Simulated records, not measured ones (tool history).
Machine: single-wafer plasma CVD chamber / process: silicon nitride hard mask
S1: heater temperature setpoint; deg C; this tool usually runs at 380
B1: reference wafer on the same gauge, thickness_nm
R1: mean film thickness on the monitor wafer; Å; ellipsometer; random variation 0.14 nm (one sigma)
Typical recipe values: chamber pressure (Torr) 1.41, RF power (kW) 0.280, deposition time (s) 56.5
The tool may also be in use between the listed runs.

{"run": 1, "hour": 0.0, "S1": 380, "chamber pressure (Torr)": 1.41, "RF power (kW)": 0.28, "deposition time (s)": 56.5, "B1": 66.914, "R1": 589.91}
{"run": 2, "hour": 27.8, "S1": 380, "chamber pressure (Torr)": 1.41, "RF power (kW)": 0.28, "deposition time (s)": 56.5, "B1": 66.904, "R1": 589.24}
{"run": 3, "hour": 61.2, "S1": 380, "chamber pressure (Torr)": 1.41, "RF power (kW)": 0.28, "deposition time (s)": 59.9, "B1": 66.892, "R1": 623.03}
{"run": 4, "hour": 81.0, "S1": 380, "chamber pressure (Torr)": 1.41, "RF power (kW)": 0.28, "deposition time (s)": 59.9, "B1": 66.887, "R1": 622.66}
{"run": 5, "hour": 101.8, "S1": 380, "chamber pressure (Torr)": 1.41, "RF power (kW)": 0.28, "deposition time (s)": 59.9, "B1": 66.922, "R1": 620.03}
{"run": 6, "hour": 131.5, "S1": 380, "chamber pressure (Torr)": 1.41, "RF power (kW)": 0.28, "deposition time (s)": 65.1, "B1": 66.921, "R1": 672.2}
{"hour": 143.8, "done": "capacitance manometer re-zeroed and calibrated"}
{"run": 7, "hour": 148.4, "S1": 380, "chamber pressure (Torr)": 1.41, "RF power (kW)": 0.28, "deposition time (s)": 65.1, "B1": 66.911, "R1": 691.33}
{"run": 8, "hour": 182.2, "S1": 380, "chamber pressure (Torr)": 1.41, "RF power (kW)": 0.28, "deposition time (s)": 65.1, "B1": 66.902, "R1": 687.9}
{"run": 9, "hour": 197.2, "S1": 373, "chamber pressure (Torr)": 1.41, "RF power (kW)": 0.33, "deposition time (s)": 53.6, "B1": 66.911, "R1": 631.16}
{"hour": 215.9, "done": "thermocouple changed; heater temperature recalibrated"}
{"run": 10, "hour": 216.4, "S1": 380, "chamber pressure (Torr)": 1.22, "RF power (kW)": 0.28, "deposition time (s)": 67.4, "B1": 66.909, "R1": 677.49}
{"run": 11, "hour": 236.0, "S1": 380, "chamber pressure (Torr)": 1.22, "RF power (kW)": 0.28, "deposition time (s)": 67.4, "B1": 66.905, "R1": 673.5}
{"run": 12, "hour": 314.5, "S1": 390, "chamber pressure (Torr)": 1.52, "RF power (kW)": 0.28, "deposition time (s)": 66.4, "B1": 66.902, "R1": 712.54}
{"run": 13, "hour": 349.5, "S1": 380, "chamber pressure (Torr)": 1.41, "RF power (kW)": 0.28, "deposition time (s)": 56.5, "B1": 66.864, "R1": 593.48}
{"run": 14, "hour": 374.9, "S1": 374, "chamber pressure (Torr)": 1.41, "RF power (kW)": 0.28, "deposition time (s)": 46.4, "B1": 66.877, "R1": 487.62}
{"hour": 407.8, "done": "RF generator calibrated"}
{"run": 15, "hour": 408.3, "S1": 390, "chamber pressure (Torr)": 1.52, "RF power (kW)": 0.28, "deposition time (s)": 66.4, "B1": 66.896, "R1": 737.5}
{"run": 16, "hour": 425.8, "S1": 380, "chamber pressure (Torr)": 1.67, "RF power (kW)": 0.28, "deposition time (s)": 56.5, "B1": 66.883, "R1": 651.55}
{"hour": 428.4, "done": "gauge calibrated"}
{"run": 17, "hour": 447.1, "S1": 380, "chamber pressure (Torr)": 1.41, "RF power (kW)": 0.28, "deposition time (s)": 56.5, "B1": 66.919, "R1": 618.36}
{"run": 18, "hour": 462.1, "S1": 394, "chamber pressure (Torr)": 1.25, "RF power (kW)": 0.28, "deposition time (s)": 56.5, "B1": 66.896, "R1": 586.25}
{"hour": 484.7, "done": "showerhead replaced"}
{"run": 19, "hour": 485.2, "S1": 380, "chamber pressure (Torr)": 1.41, "RF power (kW)": 0.28, "deposition time (s)": 52.8, "B1": 66.892, "R1": 574.22}
{"run": 20, "hour": 510.6, "S1": 369, "chamber pressure (Torr)": 1.41, "RF power (kW)": 0.28, "deposition time (s)": 49.7, "B1": 66.916, "R1": 546.3}
{"run": 21, "hour": 535.7, "S1": 384, "chamber pressure (Torr)": 1.41, "RF power (kW)": 0.255, "deposition time (s)": 49.7, "B1": 66.861, "R1": 510.22}
{"run": 22, "hour": 550.5, "S1": 392, "chamber pressure (Torr)": 1.62, "RF power (kW)": 0.23, "deposition time (s)": 60.2, "B1": 66.889, "R1": 605.41}
{"run": 23, "hour": 570.7, "S1": 380, "chamber pressure (Torr)": 1.67, "RF power (kW)": 0.28, "deposition time (s)": 56.5, "B1": 66.892, "R1": 647.04}
{"run": 24, "hour": 589.9, "S1": 368, "chamber pressure (Torr)": 1.41, "RF power (kW)": 0.28, "deposition time (s)": 65.0, "B1": 66.909, "R1": 713.04}
{"run": 25, "hour": 616.0, "S1": 370, "chamber pressure (Torr)": 1.29, "RF power (kW)": 0.315, "deposition time (s)": 56.5, "B1": 66.949, "R1": 643.98}
{"run": 26, "hour": 648.2, "S1": 380, "chamber pressure (Torr)": 1.41, "RF power (kW)": 0.28, "deposition time (s)": 49.7, "B1": 66.911, "R1": 541.86}
{"run": 27, "hour": 678.8, "S1": 375, "chamber pressure (Torr)": 1.14, "RF power (kW)": 0.23, "deposition time (s)": 49.0, "B1": 66.853, "R1": 435.47}
{"run": 28, "hour": 696.4, "S1": 367, "chamber pressure (Torr)": 1.19, "RF power (kW)": 0.28, "deposition time (s)": 56.5, "B1": 66.911, "R1": 578.88}
{"run": 29, "hour": 718.5, "S1": 380, "chamber pressure (Torr)": 1.22, "RF power (kW)": 0.28, "deposition time (s)": 62.5, "B1": 66.9, "R1": 643.07}

4 options for the next run, each taken on its own from the tool as it stands now. Forecast them:
{"run": "A", "hour": 718.9, "S1": 394, "chamber pressure (Torr)": 1.41, "RF power (kW)": 0.28, "deposition time (s)": 56.5, "B1": "?", "R1": "?"}
{"run": "B", "hour": 718.9, "S1": 369, "chamber pressure (Torr)": 1.41, "RF power (kW)": 0.28, "deposition time (s)": 56.5, "B1": "?", "R1": "?"}
{"run": "C", "hour": 718.9, "S1": 380, "chamber pressure (Torr)": 1.41, "RF power (kW)": 0.28, "deposition time (s)": 63.5, "B1": "?", "R1": "?"}
{"run": "D", "hour": 718.9, "S1": 375, "chamber pressure (Torr)": 1.19, "RF power (kW)": 0.28, "deposition time (s)": 56.5, "B1": "?", "R1": "?"}

run=A B1=66.851 R1=609.14
run=B B1=66.851 R1=616.31
run=C B1=66.851 R1=689.07
run=D B1=66.851 R1=577.64
With the hidden condition removed and each run's random variation left untouched, the same runs would have given:
run=A R1=618.71
run=B R1=625.99
run=C R1=699.89
run=D R1=587.21
